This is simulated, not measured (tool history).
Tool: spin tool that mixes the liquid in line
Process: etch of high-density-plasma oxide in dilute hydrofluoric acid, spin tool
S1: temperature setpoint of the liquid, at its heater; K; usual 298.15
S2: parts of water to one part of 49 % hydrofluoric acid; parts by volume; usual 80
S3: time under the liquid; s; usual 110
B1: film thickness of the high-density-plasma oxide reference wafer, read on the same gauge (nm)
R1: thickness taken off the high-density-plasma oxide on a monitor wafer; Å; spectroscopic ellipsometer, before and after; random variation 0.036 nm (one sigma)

run   hour      S1   S2   S3     B1     R1
  1      0  298.15   80  110  49.98     73
  2   16.7  298.15   80  110  50.01   73.2
     116.5  -- gauge calibrated
  3  120.7  298.15   80  110  49.99   73.6
  4  152.8  298.15   50  155  50.01  172.6
  5    166  298.15   80   80  50.02   53.1
     196.4  -- hydrofluoric acid flow meter replaced
  6  197.5  298.15   80   80  50.02   52.6
  7  232.9  298.15   80   80     50   53.3
  8  265.3  298.15   80  110  49.99   72.6
  9  289.5  298.15   80  110  49.99   72.6
 10  321.6  298.15   80  110     50   72.7
 11  350.9  298.15  100  110     50   57.1
 12  373.4  298.15   80  110  49.99   73.5
 13  397.5  298.15   80  110     50   73.3
 14  411.1  298.15   80  110  50.02   73.1
 15  424.8  295.65   55   85  50.02   76.7
 16    447  296.65   95   50  50.01     26
 17  474.7  298.15   80  110  49.97   73.4
 18  507.9  298.15   80  145  50.01     97
 19  532.4  302.15   80  110  50.01   85.5
 20  558.7  298.15   45   85  49.98  105.2
 21  590.6  298.15   80  170     50  112.2
 22  619.5  301.15   40  110  50.02  174.8
     638.1  -- gauge calibrated
 23  648.3  293.15   50  160  50.01  144.3
 24  672.2  298.15   80  110  49.97   73.5
     679.5  -- thermometer replaced
 25    685  298.15   95  145  49.99   79.1
 26    701  298.15   80  110     50   72.9
 27  773.2  302.15  115  110     50   56.4
 28  794.2  295.65   65  150  50.01  112.4
 29  829.5  294.65   60  110  49.99   86.7
 30  842.5  294.65   45  170  49.99  182.2
 31  865.5  298.15   55  110  50.01  110.9
 32  893.8  298.15   80  110  50.01   72.8

Forecast each of these 4 alternatives for the next run:
  A  894.2  301.15   80  110   ?   ?
  B  894.2  298.15   60  110   ?   ?
  C  894.2  294.15  100  130   ?   ?
  D  894.2  293.65   70   90   ?   ?

run     B1    R1
  A  49.99  82.2
  B  49.99   100
  C  49.99  57.3
  D  49.99  57.5
Without the tool's hidden state the same runs would have given:
run    R1
  A  82.2
  B   100
  C  57.3
  D  57.5
